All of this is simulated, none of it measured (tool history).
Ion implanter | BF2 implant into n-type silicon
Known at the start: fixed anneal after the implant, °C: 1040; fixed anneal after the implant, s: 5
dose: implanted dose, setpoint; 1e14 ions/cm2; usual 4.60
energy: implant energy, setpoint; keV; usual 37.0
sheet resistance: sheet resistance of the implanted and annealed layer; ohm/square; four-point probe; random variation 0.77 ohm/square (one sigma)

run,hour,dose,energy,wafers since the last listed run,hours since the last dose calibration,hours since the extraction supply was calibrated,hours since the gauge calibration,"read-back reference wafer on the same gauge, sheet resistance",sheet resistance
1,0.0,4.92,37.0,0,1029.7,6057.9,138.5,285.98,224.04
2,70.5,4.92,37.0,2083,1100.2,6128.4,209.0,286.08,224.95
3,100.8,4.92,37.0,895,1130.5,6158.7,239.3,285.96,225.36
4,136.0,4.60,31.5,1040,1165.7,6193.9,274.5,286.07,240.26
5,185.4,4.60,31.5,1460,1215.1,6243.3,323.9,286.28,240.87
6,251.3,4.91,37.0,1947,1281.0,6309.2,389.8,285.85,223.28
# hour 301.4: gauge calibrated
7,310.7,4.60,37.0,1755,1340.4,6368.6,9.3,286.04,234.56
# hour 344.5: extraction supply calibrated
8,357.5,4.92,37.0,1146,1387.2,13.0,56.1,286.06,222.23
9,398.8,4.19,43.0,1220,1428.5,54.3,97.4,285.96,252.57
# hour 452.8: Faraday cup replaced and dose calibrated
10,453.3,4.60,33.0,1374,0.5,108.8,151.9,286.08,248.23
11,500.2,5.47,32.5,1386,47.4,155.7,198.8,286.05,213.98
12,538.6,4.60,37.0,1135,85.8,194.1,237.2,285.74,244.51
13,563.6,4.60,48.5,738,110.8,219.1,262.2,286.02,238.39
14,606.8,5.36,31.5,1276,154.0,262.3,305.4,285.91,219.11
15,665.8,3.96,24.5,1744,213.0,321.3,364.4,285.99,290.82

4 ways to go on from here, each from the tool as it stands after run 15. What would each give?
A,666.2,4.60,37.0,11,213.4,321.7,364.8,?,?
B,666.2,3.64,43.0,11,213.4,321.7,364.8,?,?
C,666.2,3.64,44.5,11,213.4,321.7,364.8,?,?
D,666.2,3.95,48.0,11,213.4,321.7,364.8,?,?

run,"read-back reference wafer on the same gauge, sheet resistance",sheet resistance
A,286.03,243.82
B,286.03,293.77
C,286.03,292.73
D,286.03,270.97
Without the tool's hidden state the same runs would have given:
run,sheet resistance
A,243.15
B,292.97
C,291.94
D,270.24
